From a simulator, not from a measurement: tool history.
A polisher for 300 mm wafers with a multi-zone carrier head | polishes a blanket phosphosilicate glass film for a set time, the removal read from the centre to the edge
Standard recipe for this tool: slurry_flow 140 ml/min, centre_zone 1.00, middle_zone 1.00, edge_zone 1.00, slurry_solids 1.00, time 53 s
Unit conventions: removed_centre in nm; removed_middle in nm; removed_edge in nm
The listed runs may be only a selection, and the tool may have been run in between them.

run	hour	slurry_flow	centre_zone	middle_zone	edge_zone	slurry_solids	time	wafers since the last listed run	wafers polished on this pad	hours since the slurry nozzle was cleaned	hours since the centre zone pressure was calibrated	hours since the edge zone pressure was calibrated	hours since the carrier head's membrane was replaced	incoming thickness of the incoming film, nm	removed_centre	removed_middle	removed_edge
1	0.0	160	1.00	1.00	1.00	1.00	68	0	1114	250.9	765.7	831.7	511.9	2570.5	335.1	308.2	301.9
# hour 16.5: worn pad replaced by a new one
2	17.0	160	1.00	1.00	1.00	1.00	68	179	7	267.9	782.7	848.7	528.9	2583.0	339.0	306.8	301.5
3	27.6	160	1.00	1.00	1.00	1.00	68	146	153	278.5	793.3	859.3	539.5	2601.1	328.1	304.8	303.4
4	68.0	140	1.00	1.00	1.00	1.00	46	557	711	318.9	833.7	899.7	579.9	2580.8	221.7	201.4	201.4
# hour 91.8: worn pad replaced by a new one, of another model than before
5	92.3	140	1.00	1.00	1.00	1.00	46	280	7	343.2	858.0	924.0	604.2	2658.6	222.8	201.7	204.3
6	109.5	140	1.00	1.00	1.00	1.00	46	237	244	360.4	875.2	941.2	621.4	2590.9	223.6	200.5	200.7
7	123.6	140	1.00	1.00	1.00	1.00	53	194	439	374.5	889.3	955.3	635.5	2549.0	256.0	229.6	233.7
# hour 132.8: centre zone pressure recalibrated
8	140.7	140	1.00	1.00	1.00	1.00	53	208	647	391.6	7.9	972.4	652.6	2587.2	224.9	234.1	235.9
# hour 159.1: carrier head's membrane replaced by a new one
9	162.8	140	1.00	1.00	1.00	0.75	57	236	883	413.7	30.0	994.5	3.7	2606.8	205.3	207.1	206.9
# hour 182.6: worn pad replaced by a new one
10	193.3	140	1.00	1.00	1.00	0.75	57	365	147	444.2	60.5	1025.0	34.2	2589.0	207.1	206.9	210.4
11	208.5	175	1.00	0.97	1.00	1.20	59	209	356	459.4	75.7	1040.2	49.4	2584.9	291.5	279.6	294.7
12	222.2	140	1.00	1.00	1.04	1.15	53	189	546	473.1	89.4	1053.9	63.1	2658.8	249.3	246.4	254.7
# hour 250.7: slurry nozzle cleaned
# hour 256.7: worn pad replaced by a new one
13	269.2	170	1.00	1.00	0.88	1.00	53	579	173	18.5	136.4	1100.9	110.1	2575.2	241.3	239.0	225.9
14	287.5	140	1.00	1.00	1.00	1.00	53	252	425	36.8	154.7	1119.2	128.4	2609.3	233.1	231.7	236.9
15	305.6	140	1.00	1.00	1.00	1.20	53	249	675	54.9	172.8	1137.3	146.5	2581.8	257.1	253.2	252.4
16	320.5	185	1.00	1.03	0.92	0.70	53	205	881	69.8	187.7	1152.2	161.4	2562.8	191.5	193.0	179.0
# hour 330.4: edge zone pressure recalibrated
# hour 332.1: worn pad replaced by a new one
17	335.8	140	0.96	1.08	0.90	1.00	53	160	50	85.1	203.0	5.4	176.7	2573.8	228.0	244.4	223.8

Run 18 is up next; what results do you expect?
18	363.1	140	1.00	1.04	0.93	1.00	53	376	427	112.4	230.3	32.7	204.0	2548.1	?	?	?

Run 18 came out at removed_centre 231.2 nm, removed_middle 238.2 nm, removed_edge 226.8 nm.
Had the tool carried no hidden state, the very same run would have given removed_centre 223.1 nm, removed_middle 238.3 nm, removed_edge 226.8 nm.

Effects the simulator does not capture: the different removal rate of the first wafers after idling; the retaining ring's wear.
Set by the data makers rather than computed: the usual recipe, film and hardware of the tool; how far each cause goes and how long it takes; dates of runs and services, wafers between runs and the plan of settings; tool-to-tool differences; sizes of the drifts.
